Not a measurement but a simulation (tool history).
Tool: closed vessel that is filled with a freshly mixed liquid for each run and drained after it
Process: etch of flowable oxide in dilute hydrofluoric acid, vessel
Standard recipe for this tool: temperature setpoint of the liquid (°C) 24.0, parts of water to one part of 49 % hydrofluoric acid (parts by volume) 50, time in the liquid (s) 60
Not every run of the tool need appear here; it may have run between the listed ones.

| run | hour | temperature setpoint of the liquid (°C) | parts of water to one part of 49 % hydrofluoric acid (parts by volume) | time in the liquid (s) | read-back film thickness of the flowable oxide reference wafer, read on the same gauge (nm) | thickness taken off the flowable oxide on a monitor wafer (angstrom) |
|---|---|---|---|---|---|---|
| 1 | 0.0 | 24.0 | 50 | 50 | 80.03 | 313.3 |
| 2 | 29.0 | 24.0 | 35 | 60 | 80.00 | 550.2 |
| 3 | 46.8 | 24.0 | 35 | 60 | 79.99 | 558.8 |
| 4 | 68.5 | 24.0 | 50 | 60 | 80.00 | 381.6 |
| 5 | 89.3 | 24.0 | 50 | 60 | 79.97 | 382.0 |
| 6 | 105.5 | 24.0 | 50 | 60 | 79.98 | 383.2 |
| 7 | 135.1 | 24.0 | 50 | 60 | 80.01 | 378.2 |
| 8 | 157.7 | 24.0 | 50 | 60 | 80.02 | 375.2 |
| 9 | 184.6 | 24.0 | 50 | 60 | 80.04 | 383.3 |
| 10 | 214.4 | 24.0 | 50 | 60 | 79.98 | 380.9 |
| 11 | 232.0 | 24.0 | 50 | 60 | 79.99 | 380.3 |
|  | 258.6 | thermometer replaced |
| 12 | 266.8 | 24.0 | 50 | 60 | 79.98 | 376.6 |
| 13 | 281.4 | 24.0 | 50 | 60 | 79.96 | 386.7 |
| 14 | 380.1 | 24.0 | 50 | 60 | 80.01 | 378.3 |
| 15 | 401.9 | 27.0 | 35 | 35 | 79.96 | 359.2 |
| 16 | 431.0 | 24.0 | 50 | 60 | 80.01 | 381.8 |
| 17 | 453.8 | 24.0 | 50 | 80 | 79.99 | 509.9 |
| 18 | 477.2 | 24.0 | 50 | 60 | 80.00 | 381.8 |
| 19 | 497.1 | 27.5 | 60 | 60 | 79.99 | 358.7 |
|  | 506.0 | gauge calibrated |
| 20 | 528.0 | 24.0 | 50 | 40 | 79.98 | 252.1 |
| 21 | 554.7 | 20.0 | 30 | 60 | 79.97 | 549.7 |
| 22 | 579.6 | 20.0 | 30 | 80 | 80.01 | 738.3 |
|  | 667.7 | hydrofluoric acid flow meter replaced |
| 23 | 685.2 | 24.0 | 50 | 60 | 79.97 | 379.6 |
| 24 | 699.3 | 24.0 | 50 | 90 | 80.04 | 572.8 |
| 25 | 730.3 | 24.0 | 50 | 60 | 80.03 | 382.4 |
| 26 | 762.9 | 24.0 | 50 | 60 | 79.96 | 383.2 |
| 27 | 797.9 | 24.0 | 40 | 60 | 80.01 | 480.4 |
| 28 | 817.6 | 22.5 | 50 | 60 | 79.99 | 355.5 |
| 29 | 848.4 | 24.0 | 50 | 60 | 79.99 | 388.8 |
| 30 | 872.5 | 24.0 | 50 | 60 | 79.99 | 385.7 |
| 31 | 892.4 | 24.0 | 50 | 60 | 80.04 | 386.2 |
| 32 | 924.9 | 22.5 | 65 | 85 | 80.05 | 378.7 |
| 33 | 938.1 | 20.0 | 60 | 70 | 79.99 | 314.3 |
| 34 | 951.4 | 20.0 | 50 | 60 | 79.96 | 322.9 |
| 35 | 971.1 | 22.5 | 60 | 40 | 79.99 | 194.0 |

3 ways to go on from here, each from the tool as it stands after run 35. What would each give?
| A | 971.8 | 24.0 | 50 | 60 | ? | ? |
| B | 971.8 | 29.0 | 75 | 95 | ? | ? |
| C | 971.8 | 29.0 | 65 | 60 | ? | ? |

| run | read-back film thickness of the flowable oxide reference wafer, read on the same gauge (nm) | thickness taken off the flowable oxide on a monitor wafer (angstrom) |
|---|---|---|
| A | 79.96 | 380.5 |
| B | 79.96 | 473.7 |
| C | 79.96 | 350.3 |
Without the tool's hidden state the same runs would have given:
| run | thickness taken off the flowable oxide on a monitor wafer (angstrom) |
|---|---|
| A | 380.5 |
| B | 473.7 |
| C | 350.3 |

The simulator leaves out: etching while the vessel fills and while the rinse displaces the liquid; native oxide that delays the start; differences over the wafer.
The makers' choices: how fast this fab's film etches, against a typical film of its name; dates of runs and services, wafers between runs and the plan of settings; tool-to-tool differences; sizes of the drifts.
